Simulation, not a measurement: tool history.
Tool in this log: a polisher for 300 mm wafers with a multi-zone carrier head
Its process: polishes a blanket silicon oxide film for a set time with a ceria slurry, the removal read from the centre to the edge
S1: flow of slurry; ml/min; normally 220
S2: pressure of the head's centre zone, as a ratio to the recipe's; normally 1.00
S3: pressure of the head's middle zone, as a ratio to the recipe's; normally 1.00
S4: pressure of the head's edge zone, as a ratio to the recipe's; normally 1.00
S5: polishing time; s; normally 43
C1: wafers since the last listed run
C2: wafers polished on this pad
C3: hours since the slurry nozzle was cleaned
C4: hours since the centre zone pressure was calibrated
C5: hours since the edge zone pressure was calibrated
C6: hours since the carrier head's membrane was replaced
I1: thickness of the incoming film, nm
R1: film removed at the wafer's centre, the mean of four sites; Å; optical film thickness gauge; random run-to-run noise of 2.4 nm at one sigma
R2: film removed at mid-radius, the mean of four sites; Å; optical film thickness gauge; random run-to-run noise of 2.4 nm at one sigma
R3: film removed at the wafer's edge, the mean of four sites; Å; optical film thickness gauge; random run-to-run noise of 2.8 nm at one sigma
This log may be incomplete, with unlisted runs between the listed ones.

run 1 hour=0.0 | S1=220 S2=1.00 S3=1.00 S4=1.00 S5=43 | C1=0 C2=1332 C3=320.4 C4=1252.3 C5=433.5 C6=695.0 | I1=1411.8 | R1=2281 R2=2326 R3=2374
-- hour=11.0 worn pad replaced by a new one
run 2 hour=11.5 | S1=220 S2=1.00 S3=1.00 S4=1.00 S5=43 | C1=111 C2=8 C3=331.9 C4=1263.8 C5=445.0 C6=706.5 | I1=1431.6 | R1=2444 R2=2455 R3=2502
run 3 hour=18.1 | S1=220 S2=1.00 S3=1.00 S4=1.00 S5=43 | C1=98 C2=106 C3=338.5 C4=1270.4 C5=451.6 C6=713.1 | I1=1441.1 | R1=2450 R2=2475 R3=2449
run 4 hour=35.5 | S1=220 S2=1.00 S3=1.00 S4=1.00 S5=43 | C1=258 C2=364 C3=355.9 C4=1287.8 C5=469.0 C6=730.5 | I1=1429.0 | R1=2384 R2=2399 R3=2407
run 5 hour=44.8 | S1=220 S2=1.00 S3=1.00 S4=1.00 S5=43 | C1=138 C2=503 C3=365.2 C4=1297.1 C5=478.3 C6=739.8 | I1=1445.5 | R1=2393 R2=2434 R3=2440
-- hour=53.5 edge zone pressure recalibrated
run 6 hour=62.0 | S1=220 S2=1.00 S3=1.00 S4=1.00 S5=43 | C1=225 C2=728 C3=382.4 C4=1314.3 C5=8.5 C6=757.0 | I1=1446.0 | R1=2365 R2=2424 R3=2438
run 7 hour=72.0 | S1=220 S2=1.00 S3=1.00 S4=1.00 S5=43 | C1=148 C2=877 C3=392.4 C4=1324.3 C5=18.5 C6=767.0 | I1=1415.6 | R1=2365 R2=2398 R3=2403
-- hour=80.9 carrier head's membrane replaced by a new one
-- hour=84.2 slurry nozzle cleaned
run 8 hour=85.1 | S1=220 S2=1.00 S3=1.00 S4=1.00 S5=43 | C1=105 C2=983 C3=0.9 C4=1337.4 C5=31.6 C6=4.2 | I1=1424.8 | R1=2305 R2=2333 R3=2313
-- hour=94.1 centre zone pressure recalibrated
-- hour=103.8 worn pad replaced by a new one
run 9 hour=104.3 | S1=220 S2=1.11 S3=0.96 S4=0.95 S5=28 | C1=196 C2=7 C3=20.1 C4=10.2 C5=50.8 C6=23.4 | I1=1437.9 | R1=1731 R2=1520 R3=1570
run 10 hour=112.7 | S1=220 S2=0.94 S3=1.00 S4=1.00 S5=43 | C1=124 C2=132 C3=28.5 C4=18.6 C5=59.2 C6=31.8 | I1=1454.5 | R1=2295 R2=2433 R3=2452
run 11 hour=128.1 | S1=160 S2=1.00 S3=1.00 S4=1.00 S5=43 | C1=228 C2=361 C3=43.9 C4=34.0 C5=74.6 C6=47.2 | I1=1397.3 | R1=2347 R2=2422 R3=2390
run 12 hour=142.7 | S1=220 S2=1.04 S3=0.93 S4=1.00 S5=43 | C1=216 C2=578 C3=58.5 C4=48.6 C5=89.2 C6=61.8 | I1=1444.8 | R1=2481 R2=2271 R3=2452
run 13 hour=159.7 | S1=220 S2=1.00 S3=1.00 S4=1.00 S5=43 | C1=252 C2=831 C3=75.5 C4=65.6 C5=106.2 C6=78.8 | I1=1452.4 | R1=2342 R2=2401 R3=2359
run 14 hour=175.0 | S1=180 S2=1.00 S3=1.00 S4=1.10 S5=43 | C1=227 C2=1058 C3=90.8 C4=80.9 C5=121.5 C6=94.1 | I1=1434.8 | R1=2305 R2=2345 R3=2435

Predict each of these 5 candidate next runs independently; none follows another, all start after run 14:
run A hour=175.4 | S1=220 S2=1.00 S3=1.00 S4=1.00 S5=43 | C1=5 C2=1064 C3=91.2 C4=81.3 C5=121.9 C6=94.5 | I1=1406.3 | R1=? R2=? R3=?
run B hour=175.4 | S1=195 S2=1.00 S3=1.00 S4=1.00 S5=43 | C1=5 C2=1064 C3=91.2 C4=81.3 C5=121.9 C6=94.5 | I1=1406.3 | R1=? R2=? R3=?
run C hour=175.4 | S1=220 S2=1.06 S3=1.00 S4=1.00 S5=52 | C1=5 C2=1064 C3=91.2 C4=81.3 C5=121.9 C6=94.5 | I1=1406.3 | R1=? R2=? R3=?
run D hour=175.4 | S1=175 S2=1.00 S3=1.00 S4=1.00 S5=49 | C1=5 C2=1064 C3=91.2 C4=81.3 C5=121.9 C6=94.5 | I1=1406.3 | R1=? R2=? R3=?
run E hour=175.4 | S1=160 S2=1.06 S3=0.93 S4=1.11 S5=43 | C1=5 C2=1064 C3=91.2 C4=81.3 C5=121.9 C6=94.5 | I1=1406.3 | R1=? R2=? R3=?

run=A R1=2323 R2=2345 R3=2408
run=B R1=2294 R2=2318 R3=2387
run=C R1=2980 R2=2835 R3=2912
run=D R1=2583 R2=2613 R3=2698
run=E R1=2378 R2=2137 R3=2466
With the hidden condition removed and each run's random variation left untouched, the same runs would have given:
run=A R1=2443 R2=2466 R3=2531
run=B R1=2412 R2=2437 R3=2510
run=C R1=3133 R2=2981 R3=3061
run=D R1=2715 R2=2747 R3=2837
run=E R1=2500 R2=2247 R3=2593

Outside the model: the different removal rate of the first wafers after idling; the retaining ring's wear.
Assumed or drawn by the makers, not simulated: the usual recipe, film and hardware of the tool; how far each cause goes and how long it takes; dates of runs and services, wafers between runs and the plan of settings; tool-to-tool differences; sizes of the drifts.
